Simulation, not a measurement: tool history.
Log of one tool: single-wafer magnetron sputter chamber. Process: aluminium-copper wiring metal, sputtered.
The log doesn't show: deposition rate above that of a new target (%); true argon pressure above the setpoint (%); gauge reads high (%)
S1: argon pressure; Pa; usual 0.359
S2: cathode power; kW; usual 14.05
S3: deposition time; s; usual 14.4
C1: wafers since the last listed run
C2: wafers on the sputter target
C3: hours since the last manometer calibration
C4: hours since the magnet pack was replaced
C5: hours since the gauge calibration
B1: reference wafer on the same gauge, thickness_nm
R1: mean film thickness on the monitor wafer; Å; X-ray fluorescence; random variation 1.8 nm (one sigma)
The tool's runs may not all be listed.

| run | hour | S1 | S2 | S3 | C1 | C2 | C3 | C4 | C5 | B1 | R1 |
|---|---|---|---|---|---|---|---|---|---|---|---|
| 1 | 0 | 0.359 | 14.05 | 13.5 | 0 | 4631 | 697.8 | 5193.6 | 237.9 | 403.394 | 3144.26 |
|  | 20.9 | sputter target and shields replaced |
| 2 | 21.4 | 0.359 | 14.05 | 13.5 | 251 | 8 | 719.2 | 5215 | 259.3 | 403.873 | 3214.44 |
| 3 | 27.1 | 0.311 | 14.05 | 14.4 | 106 | 115 | 724.9 | 5220.7 | 265 | 403.679 | 3513.41 |
| 4 | 42.5 | 0.359 | 14.05 | 14.4 | 288 | 404 | 740.3 | 5236.1 | 280.4 | 404.312 | 3408.63 |
| 5 | 55 | 0.359 | 14.05 | 14.4 | 234 | 638 | 752.8 | 5248.6 | 292.9 | 404.27 | 3390.99 |
| 6 | 68.1 | 0.359 | 14.05 | 14.4 | 245 | 884 | 765.9 | 5261.7 | 306 | 403.545 | 3431.8 |
| 7 | 115.5 | 0.359 | 14.05 | 14.4 | 889 | 1773 | 813.3 | 5309.1 | 353.4 | 403.144 | 3400.91 |
| 8 | 127 | 0.359 | 14.05 | 14.4 | 215 | 1989 | 824.8 | 5320.6 | 364.9 | 403.1 | 3386.49 |
| 9 | 138.2 | 0.359 | 11.7 | 14.4 | 210 | 2199 | 836 | 5331.8 | 376.1 | 404.062 | 2810.01 |
|  | 149.4 | magnet pack replaced |
| 10 | 150 | 0.359 | 11.7 | 14.4 | 71 | 2270 | 847.8 | 0.6 | 387.9 | 403.979 | 2822.36 |
| 11 | 166.4 | 0.359 | 11.7 | 14.4 | 307 | 2578 | 864.2 | 17 | 404.3 | 403.257 | 2792.4 |
| 12 | 182.2 | 0.359 | 16.65 | 14.4 | 296 | 2874 | 880 | 32.8 | 420.1 | 403.79 | 3983.44 |
| 13 | 194.3 | 0.359 | 14.05 | 14.4 | 226 | 3101 | 892.1 | 44.9 | 432.2 | 404.023 | 3385.78 |
| 14 | 205.8 | 0.359 | 14.05 | 14.4 | 215 | 3317 | 903.6 | 56.4 | 443.7 | 403.574 | 3356.63 |
|  | 211.2 | gauge calibrated |
| 15 | 216.5 | 0.359 | 14.05 | 13.4 | 200 | 3518 | 914.3 | 67.1 | 5.3 | 404.495 | 3125.22 |
|  | 274.1 | sputter target and shields replaced |
| 16 | 274.6 | 0.216 | 14.05 | 14.4 | 939 | 9 | 972.4 | 125.2 | 63.4 | 404.324 | 3635.72 |
| 17 | 276.4 | 0.223 | 16.1 | 12.7 | 33 | 43 | 974.2 | 127 | 65.2 | 403.881 | 3664.74 |
| 18 | 290.6 | 0.359 | 14.05 | 14.4 | 266 | 310 | 988.4 | 141.2 | 79.4 | 403.696 | 3431.05 |
| 19 | 304.6 | 0.359 | 14.05 | 12.6 | 262 | 572 | 1002.4 | 155.2 | 93.4 | 404.919 | 2954.98 |
| 20 | 312.3 | 0.359 | 11.65 | 14.4 | 144 | 717 | 1010.1 | 162.9 | 101.1 | 404.349 | 2830.46 |
|  | 328 | capacitance manometer re-zeroed and calibrated |
| 21 | 328.5 | 0.359 | 14.05 | 14.4 | 153 | 870 | 0.5 | 179.1 | 117.3 | 403.883 | 3372.26 |
| 22 | 338.7 | 0.359 | 12.65 | 14.4 | 191 | 1062 | 10.7 | 189.3 | 127.5 | 404.348 | 3025.32 |
| 23 | 358.1 | 0.359 | 14.05 | 13.4 | 363 | 1426 | 30.1 | 208.7 | 146.9 | 403.511 | 3156.35 |
| 24 | 379.8 | 0.419 | 14.05 | 15.2 | 407 | 1833 | 51.8 | 230.4 | 168.6 | 403.538 | 3459.34 |
| 25 | 386.6 | 0.484 | 16.6 | 13 | 127 | 1960 | 58.6 | 237.2 | 175.4 | 404.69 | 3423.67 |
| 26 | 400.5 | 0.359 | 14.05 | 14.4 | 260 | 2221 | 72.5 | 251.1 | 189.3 | 403.915 | 3342.37 |
| 27 | 412.6 | 0.491 | 15.6 | 13 | 226 | 2448 | 84.6 | 263.2 | 201.4 | 403.586 | 3183.39 |
| 28 | 426.7 | 0.224 | 14.05 | 14.4 | 264 | 2712 | 98.7 | 277.3 | 215.5 | 404.086 | 3550.87 |

3 ways to go on from here, each from the tool as it stands after run 28. What would each give?
| A | 427.1 | 0.359 | 14.05 | 15.2 | 7 | 2720 | 99.1 | 277.7 | 215.9 | ? | ? |
| B | 427.1 | 0.246 | 14.05 | 14.4 | 7 | 2720 | 99.1 | 277.7 | 215.9 | ? | ? |
| C | 427.1 | 0.497 | 16.15 | 12.7 | 7 | 2720 | 99.1 | 277.7 | 215.9 | ? | ? |

| run | B1 | R1 |
|---|---|---|
| A | 404.377 | 3553.92 |
| B | 404.377 | 3521.8 |
| C | 404.377 | 3234.06 |
Without the tool's hidden state the same runs would have given:
| run | R1 |
|---|---|
| A | 3663.36 |
| B | 3630.25 |
| C | 3333.65 |
